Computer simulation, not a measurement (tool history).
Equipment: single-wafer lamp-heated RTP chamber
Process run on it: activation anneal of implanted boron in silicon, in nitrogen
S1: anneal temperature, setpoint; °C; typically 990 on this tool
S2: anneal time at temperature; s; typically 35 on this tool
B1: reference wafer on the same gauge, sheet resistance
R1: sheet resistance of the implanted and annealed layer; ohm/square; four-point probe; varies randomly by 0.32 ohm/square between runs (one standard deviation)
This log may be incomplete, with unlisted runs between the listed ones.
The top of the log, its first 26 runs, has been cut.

Run 27, hour 373.4: usual settings but S1 1017 °C, S2 15 s; B1 74.20. Result: R1 71.99 ohm/square.
Run 28, hour 383.3: usual settings but S2 49 s; B1 74.13. Result: R1 74.10 ohm/square.
Run 29, hour 400.0: usual settings; B1 74.20. Result: R1 75.34 ohm/square.
Run 30, hour 412.4: usual settings but S1 1018 °C, S2 50 s; B1 74.16. Result: R1 69.38 ohm/square.
Run 31, hour 420.4: usual settings but S2 42 s; B1 74.31. Result: R1 74.58 ohm/square.
Run 32, hour 438.3: usual settings but S1 998 °C, S2 15 s; B1 74.24. Result: R1 75.71 ohm/square.
Run 33, hour 451.2: usual settings but S1 1013 °C, S2 16 s; B1 74.02. Result: R1 71.98 ohm/square.
Run 34, hour 460.0: usual settings but S1 1012 °C, S2 15 s; B1 74.12. Result: R1 72.91 ohm/square.
Run 35, hour 467.2: usual settings but S1 963 °C, S2 42 s; B1 74.26. Result: R1 83.94 ohm/square.

Alternative continuations, all from the tool just after run 35; predict every row:
Run A, hour 467.6: usual settings; B1 ?. Result: R1 ?.
Run B, hour 467.6: usual settings but S2 26 s; B1 ?. Result: R1 ?.
Run C, hour 467.6: usual settings but S1 998 °C, S2 49 s; B1 ?. Result: R1 ?.
Run D, hour 467.6: usual settings but S1 1007 °C, S2 29 s; B1 ?. Result: R1 ?.
Run E, hour 467.6: usual settings but S1 972 °C, S2 49 s; B1 ?. Result: R1 ?.

run     B1     R1
  A  74.29  74.61
  B  74.29  75.53
  C  74.29  72.00
  D  74.29  71.83
  E  74.29  78.93
Take away the tool's hidden state, keep each run's random variation, and the runs would have read:
run     R1
  A  77.33
  B  78.56
  C  74.02
  D  73.53
  E  83.09

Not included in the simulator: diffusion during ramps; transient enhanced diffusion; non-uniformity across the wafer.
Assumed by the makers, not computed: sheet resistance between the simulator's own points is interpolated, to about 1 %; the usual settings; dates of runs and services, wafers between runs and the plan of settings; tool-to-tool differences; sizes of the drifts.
